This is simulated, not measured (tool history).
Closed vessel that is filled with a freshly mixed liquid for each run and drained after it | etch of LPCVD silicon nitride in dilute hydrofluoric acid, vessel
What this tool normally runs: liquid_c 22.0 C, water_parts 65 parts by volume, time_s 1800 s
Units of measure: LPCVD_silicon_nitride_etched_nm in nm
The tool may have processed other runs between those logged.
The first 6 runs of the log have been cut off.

run     day  liquid_c  water_parts  time_s  wafers since the last listed run  hours since the thermometer was replaced  hours since the hydrofluoric acid flow meter was replaced  hours since the gauge calibration  read-back film thickness of the LPCVD silicon nitride reference wafer, read on the same gauge (nm)  LPCVD_silicon_nitride_etched_nm
  7   5.775      22.0           40    1125                               486                                    1243.8                                                       95.1                              352.0                                                                                              150.00                            11.05
  8   6.446      22.0           40    1125                               489                                    1259.9                                                      111.2                              368.1                                                                                              150.00                            10.95
      6.812  -- thermometer replaced
  9   7.617      25.0           65    1800                               824                                      19.3                                                      139.3                              396.2                                                                                              150.00                            14.34
 10   8.871      26.5           80    2180                               915                                      49.4                                                      169.4                              426.3                                                                                              150.00                            15.52
 11   9.467      26.0           80    2355                               434                                      63.7                                                      183.7                              440.6                                                                                              150.00                            16.22
 12  10.717      22.0           65    1800                               912                                      93.7                                                      213.7                              470.6                                                                                              150.01                            11.58
 13  11.404      26.0           65     855                               501                                     110.2                                                      230.2                              487.1                                                                                              150.01                             7.19
 14  12.462      17.5           65    2210                               772                                     135.6                                                      255.6                              512.5                                                                                              150.00                            10.45
 15  13.625      20.0           65    1105                               848                                     163.5                                                      283.5                              540.4                                                                                              149.99                             6.18
 16  14.608      22.0           65    1800                               717                                     187.1                                                      307.1                              564.0                                                                                              150.00                            11.62
 17  15.188      22.0           65    1800                               422                                     201.0                                                      321.0                              577.9                                                                                              149.98                            11.54
     15.188  -- gauge calibrated
 18  16.412      19.5           45     930                               894                                     230.4                                                      350.4                               29.4                                                                                              150.00                             7.18
 19  17.629      18.5           65    1510                               887                                     259.6                                                      379.6                               58.6                                                                                              150.01                             7.56
 20  18.950      22.0           65    1800                               963                                     291.3                                                      411.3                               90.3                                                                                              150.00                            11.60
 21  20.300      17.5           80    1360                               985                                     323.7                                                      443.7                              122.7                                                                                              149.99                             5.20
 22  21.533      23.5           50    2520                               900                                     353.3                                                      473.3                              152.3                                                                                              150.00                            23.04
 23  22.454      26.0           65    2235                               672                                     375.4                                                      495.4                              174.4                                                                                              149.98                            18.65
 24  23.079      19.5           90    1285                               456                                     390.4                                                      510.4                              189.4                                                                                              149.99                             4.98
 25  23.854      26.0           65    1800                               565                                     409.0                                                      529.0                              208.0                                                                                              150.01                            14.99
 26  25.296      22.0           65    1800                              1052                                     443.6                                                      563.6                              242.6                                                                                              150.01                            11.38

Estimate the outcome of run 27 from the log above:
     25.500  -- hydrofluoric acid flow meter replaced
 27  26.383      22.0           65    1800                               763                                     469.7                                                       21.2                              268.7                                                                                                   ?                                ?

read-back film thickness of the LPCVD silicon nitride reference wafer, read on the same gauge (nm): 150.00
LPCVD_silicon_nitride_etched_nm: 11.38 nm
Had the tool carried no hidden state, the very same run would have given LPCVD_silicon_nitride_etched_nm 11.68 nm.
